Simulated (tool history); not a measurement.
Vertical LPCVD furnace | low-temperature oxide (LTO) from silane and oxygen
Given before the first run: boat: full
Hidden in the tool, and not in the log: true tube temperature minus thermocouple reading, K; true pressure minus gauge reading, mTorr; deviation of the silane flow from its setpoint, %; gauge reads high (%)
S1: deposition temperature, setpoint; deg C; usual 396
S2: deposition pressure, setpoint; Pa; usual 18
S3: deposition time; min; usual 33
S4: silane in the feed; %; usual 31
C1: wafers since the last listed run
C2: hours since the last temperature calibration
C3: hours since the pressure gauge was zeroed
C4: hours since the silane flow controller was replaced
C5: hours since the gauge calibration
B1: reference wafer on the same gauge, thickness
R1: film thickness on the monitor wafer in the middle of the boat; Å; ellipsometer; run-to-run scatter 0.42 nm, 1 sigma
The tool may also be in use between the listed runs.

| run | hour | S1 | S2 | S3 | S4 | C1 | C2 | C3 | C4 | C5 | B1 | R1 |
|---|---|---|---|---|---|---|---|---|---|---|---|---|
| 1 | 0 | 396 | 18 | 33 | 31 | 0 | 1927.8 | 950.2 | 4491.4 | 1280.8 | 127.94 | 1402.9 |
| 2 | 89.5 | 396 | 18 | 33 | 31 | 1277 | 2017.3 | 1039.7 | 4580.9 | 1370.3 | 127.95 | 1404.5 |
| 3 | 173.5 | 396 | 18 | 26.5 | 31 | 1198 | 2101.3 | 1123.7 | 4664.9 | 1454.3 | 128.07 | 1135.7 |
| 4 | 242.9 | 396 | 18 | 33 | 31 | 990 | 2170.7 | 1193.1 | 4734.3 | 1523.7 | 127.9 | 1411.5 |
| 5 | 293.8 | 396 | 18 | 33 | 31 | 726 | 2221.6 | 1244 | 4785.2 | 1574.6 | 128.19 | 1408 |
| 6 | 354.3 | 396 | 18 | 33 | 31 | 863 | 2282.1 | 1304.5 | 4845.7 | 1635.1 | 128.12 | 1404 |
| 7 | 410.7 | 396 | 18 | 33 | 31 | 804 | 2338.5 | 1360.9 | 4902.1 | 1691.5 | 127.73 | 1404.4 |
| 8 | 489.7 | 396 | 18 | 33 | 31 | 1127 | 2417.5 | 1439.9 | 4981.1 | 1770.5 | 127.91 | 1403.8 |
| 9 | 545.4 | 396 | 18 | 33 | 31 | 794 | 2473.2 | 1495.6 | 5036.8 | 1826.2 | 127.96 | 1409.8 |
| 10 | 605.3 | 396 | 18 | 33 | 31 | 854 | 2533.1 | 1555.5 | 5096.7 | 1886.1 | 127.98 | 1408.5 |
| 11 | 675.4 | 396 | 18 | 33 | 31 | 1000 | 2603.2 | 1625.6 | 5166.8 | 1956.2 | 128.06 | 1405.8 |
| 12 | 711.7 | 396 | 16.7 | 33 | 31 | 517 | 2639.5 | 1661.9 | 5203.1 | 1992.5 | 128.1 | 1305.2 |
| 13 | 797 | 387 | 18 | 24.5 | 31 | 1217 | 2724.8 | 1747.2 | 5288.4 | 2077.8 | 127.89 | 939.8 |
|  | 820.3 | gauge calibrated |
| 14 | 872.2 | 396 | 18 | 33 | 31 | 1073 | 2800 | 1822.4 | 5363.6 | 51.9 | 127.73 | 1413 |
| 15 | 928.8 | 396 | 18 | 33 | 31 | 807 | 2856.6 | 1879 | 5420.2 | 108.5 | 128.02 | 1410.9 |
|  | 998.4 | thermocouples replaced and temperature profile calibrated |
| 16 | 1030.4 | 396 | 16.7 | 33 | 27 | 1107 | 32 | 1980.6 | 5521.8 | 210.1 | 127.98 | 1068.3 |
|  | 1107 | pressure gauge zeroed |
| 17 | 1350.8 | 396 | 18 | 33 | 31 | 4229 | 352.4 | 243.8 | 5842.2 | 530.5 | 128.15 | 1422.2 |
|  | 1433.2 | silane flow controller replaced |
| 18 | 1455.2 | 396 | 18 | 33 | 31 | 1147 | 456.8 | 348.2 | 22 | 634.9 | 128.02 | 1357.5 |
| 19 | 1497.4 | 396 | 18 | 45 | 37 | 602 | 499 | 390.4 | 64.2 | 677.1 | 127.97 | 2368 |
| 20 | 1563.3 | 396 | 22 | 33 | 31 | 940 | 564.9 | 456.3 | 130.1 | 743 | 128.06 | 1666.7 |
| 21 | 1645.6 | 396 | 18 | 26.5 | 31 | 1174 | 647.2 | 538.6 | 212.4 | 825.3 | 128.13 | 1094.7 |
| 22 | 1705.8 | 385 | 18 | 33 | 31 | 859 | 707.4 | 598.8 | 272.6 | 885.5 | 127.93 | 1193.4 |
| 23 | 1802.2 | 405 | 13.3 | 21 | 31 | 1375 | 803.8 | 695.2 | 369 | 981.9 | 128.04 | 712.4 |
| 24 | 1842.2 | 396 | 18 | 38.5 | 31 | 570 | 843.8 | 735.2 | 409 | 1021.9 | 127.99 | 1598.9 |

4 options for the next run, each taken on its own from the tool as it stands now. Forecast them:
| A | 1847.3 | 396 | 22.7 | 33 | 31 | 72 | 848.9 | 740.3 | 414.1 | 1027 | ? | ? |
| B | 1847.3 | 400 | 19.3 | 21.5 | 36 | 72 | 848.9 | 740.3 | 414.1 | 1027 | ? | ? |
| C | 1847.3 | 396 | 18 | 33 | 29 | 72 | 848.9 | 740.3 | 414.1 | 1027 | ? | ? |
| D | 1847.3 | 388 | 18 | 33 | 26 | 72 | 848.9 | 740.3 | 414.1 | 1027 | ? | ? |

| run | B1 | R1 |
|---|---|---|
| A | 127.95 | 1705.6 |
| B | 127.95 | 1219.5 |
| C | 127.95 | 1228.4 |
| D | 127.95 | 940.3 |
Without the tool's unlogged condition, the same runs would have read:
| run | R1 |
|---|---|
| A | 1691.1 |
| B | 1210.8 |
| C | 1217.3 |
| D | 930.9 |
